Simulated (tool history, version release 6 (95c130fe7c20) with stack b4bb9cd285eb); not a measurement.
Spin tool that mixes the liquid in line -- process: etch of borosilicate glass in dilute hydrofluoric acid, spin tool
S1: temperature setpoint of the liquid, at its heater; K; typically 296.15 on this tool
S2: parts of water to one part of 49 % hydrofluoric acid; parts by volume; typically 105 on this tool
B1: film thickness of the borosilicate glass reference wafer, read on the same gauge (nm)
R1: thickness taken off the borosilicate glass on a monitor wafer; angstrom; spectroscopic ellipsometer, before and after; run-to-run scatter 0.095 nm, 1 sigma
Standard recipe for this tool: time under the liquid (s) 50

Run 1, hour 0: usual settings; B1 79.98. Result: R1 152 angstrom.
Run 2, hour 11.3: usual settings; B1 80.02. Result: R1 151.9 angstrom.
Run 3, hour 18.6: usual settings; B1 80. Result: R1 148.8 angstrom.
Run 4, hour 32.3: usual settings; B1 80.01. Result: R1 150.6 angstrom.
Run 5, hour 39.8: usual settings; B1 80. Result: R1 148.8 angstrom.
Run 6, hour 46.6: usual settings but S1 297.15 K; B1 79.99. Result: R1 157.5 angstrom.
Run 7, hour 60.6: usual settings but S1 297.15 K; B1 80. Result: R1 157.3 angstrom.
Run 8, hour 76.6: usual settings; B1 80.03. Result: R1 149.5 angstrom.
Run 9, hour 86.5: usual settings; B1 80. Result: R1 150 angstrom.
Run 10, hour 103.1: usual settings but S1 293.65 K; B1 80.06. Result: R1 134.6 angstrom.
Run 11, hour 114.9: usual settings but S1 293.65 K; B1 80.04. Result: R1 133.3 angstrom.
At hour 126.8: gauge calibrated.
Run 12, hour 129.2: usual settings but S1 301.15 K, S2 135 parts by volume; B1 80.03. Result: R1 136.6 angstrom.
Run 13, hour 143.1: usual settings; B1 80.02. Result: R1 149.6 angstrom.
Run 14, hour 155.8: usual settings but S1 300.65 K, S2 150 parts by volume; B1 80.03. Result: R1 117.5 angstrom.
At hour 157.3: hydrofluoric acid flow meter replaced.
Run 15, hour 166: usual settings but S1 300.15 K, S2 80 parts by volume, time under the liquid (s) 70; B1 80.01. Result: R1 332.7 angstrom.
Run 16, hour 179.2: usual settings; B1 79.99. Result: R1 147.4 angstrom.
Run 17, hour 188.7: usual settings; B1 79.99. Result: R1 149 angstrom.
Run 18, hour 202: usual settings but time under the liquid (s) 30; B1 80.03. Result: R1 89.9 angstrom.
At hour 210.5: thermometer replaced.
Run 19, hour 219.3: usual settings but S2 135 parts by volume, time under the liquid (s) 35; B1 79.95. Result: R1 74.4 angstrom.
Run 20, hour 236.4: usual settings but S1 300.65 K, S2 130 parts by volume, time under the liquid (s) 70; B1 80.05. Result: R1 185.6 angstrom.
At hour 252.5: thermometer replaced, repeated, since the last time left the tool worse.
Run 21, hour 276.7: usual settings but S1 298.65 K, S2 60 parts by volume, time under the liquid (s) 75; B1 80.02. Result: R1 487.7 angstrom.
Run 22, hour 294: usual settings but S1 293.65 K; B1 79.99. Result: R1 144.1 angstrom.
Run 23, hour 310.6: usual settings but S1 294.15 K, S2 80 parts by volume, time under the liquid (s) 70; B1 80.02. Result: R1 278.8 angstrom.

What if the next run were any one of these 4? Each begins from the tool's condition after run 23:
Run A, hour 311: usual settings; B1 ?. Result: R1 ?.
Run B, hour 311: usual settings but S1 300.15 K, S2 85 parts by volume; B1 ?. Result: R1 ?.
Run C, hour 311: usual settings but S1 293.65 K, S2 135 parts by volume, time under the liquid (s) 30; B1 ?. Result: R1 ?.
Run D, hour 311: usual settings but S1 293.65 K, S2 55 parts by volume, time under the liquid (s) 35; B1 ?. Result: R1 ?.

run     B1     R1
  A  79.98  159.2
  B  79.98  236.2
  C  79.98     65
  D  79.98  203.8
Take away the tool's hidden state, keep each run's random variation, and the runs would have read:
run     R1
  A  160.2
  B  237.6
  C   65.4
  D  205.1

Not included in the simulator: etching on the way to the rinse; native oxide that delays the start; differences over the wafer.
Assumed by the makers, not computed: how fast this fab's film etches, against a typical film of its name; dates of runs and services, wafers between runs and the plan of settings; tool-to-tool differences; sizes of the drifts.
